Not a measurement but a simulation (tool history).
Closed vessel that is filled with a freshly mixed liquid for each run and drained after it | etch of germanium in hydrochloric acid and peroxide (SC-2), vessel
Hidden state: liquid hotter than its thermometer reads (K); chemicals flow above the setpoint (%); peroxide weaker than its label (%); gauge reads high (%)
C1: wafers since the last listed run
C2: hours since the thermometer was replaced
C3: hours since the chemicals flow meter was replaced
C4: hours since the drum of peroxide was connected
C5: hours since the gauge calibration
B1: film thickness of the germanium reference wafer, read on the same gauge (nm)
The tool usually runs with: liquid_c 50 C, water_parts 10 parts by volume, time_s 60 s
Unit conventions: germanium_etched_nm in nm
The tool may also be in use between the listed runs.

{"run": 1, "hour": 0.0, "liquid_c": 57, "water_parts": 10, "time_s": 75, "C1": 0, "C2": 2965.3, "C3": 571.6, "C4": 335.5, "C5": 43.4, "B1": 30.01, "germanium_etched_nm": 371.3}
{"run": 2, "hour": 17.0, "liquid_c": 57, "water_parts": 10, "time_s": 75, "C1": 2444, "C2": 2982.3, "C3": 588.6, "C4": 352.5, "C5": 60.4, "B1": 29.98, "germanium_etched_nm": 374.28}
{"run": 3, "hour": 25.8, "liquid_c": 50, "water_parts": 13, "time_s": 60, "C1": 1265, "C2": 2991.1, "C3": 597.4, "C4": 361.3, "C5": 69.2, "B1": 29.95, "germanium_etched_nm": 234.45}
{"run": 4, "hour": 42.6, "liquid_c": 50, "water_parts": 13, "time_s": 60, "C1": 2415, "C2": 3007.9, "C3": 614.2, "C4": 378.1, "C5": 86, "B1": 29.99, "germanium_etched_nm": 235.86}
{"run": 5, "hour": 55.5, "liquid_c": 50, "water_parts": 13, "time_s": 60, "C1": 1854, "C2": 3020.8, "C3": 627.1, "C4": 391, "C5": 98.9, "B1": 30.02, "germanium_etched_nm": 230.54}
{"run": 6, "hour": 67.3, "liquid_c": 50, "water_parts": 10, "time_s": 40, "C1": 1696, "C2": 3032.6, "C3": 638.9, "C4": 402.8, "C5": 110.7, "B1": 30, "germanium_etched_nm": 162.01}
{"hour": 75.7, "done": "gauge calibrated"}
{"run": 7, "hour": 76.3, "liquid_c": 50, "water_parts": 10, "time_s": 60, "C1": 1294, "C2": 3041.6, "C3": 647.9, "C4": 411.8, "C5": 0.6, "B1": 30.02, "germanium_etched_nm": 243.58}
{"run": 8, "hour": 99.0, "liquid_c": 50, "water_parts": 10, "time_s": 60, "C1": 3263, "C2": 3064.3, "C3": 670.6, "C4": 434.5, "C5": 23.3, "B1": 30.04, "germanium_etched_nm": 245.2}
{"run": 9, "hour": 115.9, "liquid_c": 50, "water_parts": 10, "time_s": 60, "C1": 2429, "C2": 3081.2, "C3": 687.5, "C4": 451.4, "C5": 40.2, "B1": 30.02, "germanium_etched_nm": 244.58}
{"run": 10, "hour": 127.6, "liquid_c": 50, "water_parts": 10, "time_s": 60, "C1": 1682, "C2": 3092.9, "C3": 699.2, "C4": 463.1, "C5": 51.9, "B1": 30, "germanium_etched_nm": 243.2}
{"run": 11, "hour": 140.6, "liquid_c": 50, "water_parts": 10, "time_s": 30, "C1": 1869, "C2": 3105.9, "C3": 712.2, "C4": 476.1, "C5": 64.9, "B1": 29.99, "germanium_etched_nm": 121.54}
{"hour": 144.9, "done": "chemicals flow meter replaced"}
{"hour": 146.7, "done": "new drum of peroxide connected"}
{"run": 12, "hour": 151.8, "liquid_c": 50, "water_parts": 10, "time_s": 60, "C1": 1322, "C2": 3117.1, "C3": 6.9, "C4": 5.1, "C5": 76.1, "B1": 29.98, "germanium_etched_nm": 242.18}
{"hour": 153.4, "done": "thermometer replaced"}
{"run": 13, "hour": 163.8, "liquid_c": 56, "water_parts": 10, "time_s": 85, "C1": 1581, "C2": 10.4, "C3": 18.9, "C4": 17.1, "C5": 88.1, "B1": 29.99, "germanium_etched_nm": 411.28}
{"run": 14, "hour": 173.4, "liquid_c": 43, "water_parts": 10, "time_s": 60, "C1": 1380, "C2": 20, "C3": 28.5, "C4": 26.7, "C5": 97.7, "B1": 29.98, "germanium_etched_nm": 191.49}
{"run": 15, "hour": 189.9, "liquid_c": 59, "water_parts": 5.5, "time_s": 80, "C1": 2372, "C2": 36.5, "C3": 45, "C4": 43.2, "C5": 114.2, "B1": 29.99, "germanium_etched_nm": 437.37}
{"run": 16, "hour": 202.5, "liquid_c": 54, "water_parts": 14.5, "time_s": 40, "C1": 1811, "C2": 49.1, "C3": 57.6, "C4": 55.8, "C5": 126.8, "B1": 29.96, "germanium_etched_nm": 174.59}

Forecast each of these 4 alternatives for the next run:
{"run": "A", "hour": 203.2, "liquid_c": 50, "water_parts": 14, "time_s": 60, "C1": 100, "C2": 49.8, "C3": 58.3, "C4": 56.5, "C5": 127.5, "B1": "?", "germanium_etched_nm": "?"}
{"run": "B", "hour": 203.2, "liquid_c": 56, "water_parts": 10, "time_s": 75, "C1": 100, "C2": 49.8, "C3": 58.3, "C4": 56.5, "C5": 127.5, "B1": "?", "germanium_etched_nm": "?"}
{"run": "C", "hour": 203.2, "liquid_c": 50, "water_parts": 12, "time_s": 40, "C1": 100, "C2": 49.8, "C3": 58.3, "C4": 56.5, "C5": 127.5, "B1": "?", "germanium_etched_nm": "?"}
{"run": "D", "hour": 203.2, "liquid_c": 40.5, "water_parts": 8.5, "time_s": 60, "C1": 100, "C2": 49.8, "C3": 58.3, "C4": 56.5, "C5": 127.5, "B1": "?", "germanium_etched_nm": "?"}

run=A B1=29.97 germanium_etched_nm=232.29
run=B B1=29.97 germanium_etched_nm=363.34
run=C B1=29.97 germanium_etched_nm=157.98
run=D B1=29.97 germanium_etched_nm=179.5
With the hidden condition removed and each run's random variation left untouched, the same runs would have given:
run=A germanium_etched_nm=232.29
run=B germanium_etched_nm=363.34
run=C germanium_etched_nm=157.98
run=D germanium_etched_nm=179.5
